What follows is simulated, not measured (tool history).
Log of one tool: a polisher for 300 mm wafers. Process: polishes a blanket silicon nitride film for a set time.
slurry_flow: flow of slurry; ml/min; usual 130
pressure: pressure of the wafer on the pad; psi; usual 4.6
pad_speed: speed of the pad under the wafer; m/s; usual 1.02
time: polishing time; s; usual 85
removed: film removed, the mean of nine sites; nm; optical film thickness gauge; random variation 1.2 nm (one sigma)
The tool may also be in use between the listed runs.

| run | hour | slurry_flow | pressure | pad_speed | time | incoming thickness of the incoming film, nm | removed |
|---|---|---|---|---|---|---|---|
| 1 | 0 | 130 | 4.6 | 1.02 | 96 | 590.4 | 181.9 |
| 2 | 27.9 | 130 | 4.6 | 1.02 | 85 | 596.7 | 163.3 |
| 3 | 43.7 | 130 | 4.6 | 1.02 | 85 | 588.2 | 163.7 |
|  | 76 | worn pad replaced by a new one |
| 4 | 131.3 | 130 | 4.6 | 1.02 | 85 | 589.4 | 167.2 |
| 5 | 154.1 | 130 | 4.6 | 1.02 | 85 | 597.2 | 165 |
| 6 | 175.5 | 130 | 4.6 | 1.02 | 85 | 588.1 | 165.9 |
| 7 | 196.1 | 130 | 4.6 | 1.02 | 85 | 600.2 | 165.8 |
|  | 213.3 | worn pad replaced by a new one |
| 8 | 220.6 | 130 | 4.6 | 1.02 | 85 | 587.7 | 168.1 |
| 9 | 249.9 | 130 | 4.6 | 1.02 | 85 | 591 | 168.6 |
| 10 | 271.8 | 130 | 4.6 | 1.02 | 85 | 595.9 | 171.3 |
|  | 275.8 | slurry nozzle cleaned |
| 11 | 285.7 | 130 | 4.6 | 1.02 | 85 | 590.1 | 169.1 |
| 12 | 312.4 | 130 | 4.6 | 1.02 | 85 | 588.6 | 170.8 |
| 13 | 331.6 | 130 | 4.6 | 1.02 | 85 | 587.8 | 173.9 |
|  | 349.1 | head pressure recalibrated |
| 14 | 353.2 | 170 | 5.7 | 1.02 | 68 | 593 | 170.8 |
|  | 365.5 | worn pad replaced by a new one |
| 15 | 409.4 | 130 | 4.6 | 1.12 | 85 | 594.4 | 177.8 |
| 16 | 422.5 | 130 | 4.6 | 1.12 | 110 | 589.8 | 229.3 |
| 17 | 435.2 | 130 | 5.4 | 0.72 | 85 | 595 | 146.9 |
| 18 | 451.8 | 130 | 4.6 | 1.02 | 85 | 587.3 | 164.8 |

Run 19 comes next. What will it give?
| 19 | 479.7 | 130 | 4.6 | 1.02 | 85 | 593.2 | ? |

Run 19 gave removed 163.2 nm.
Without the tool's hidden state the same run would have given removed 161.5 nm.
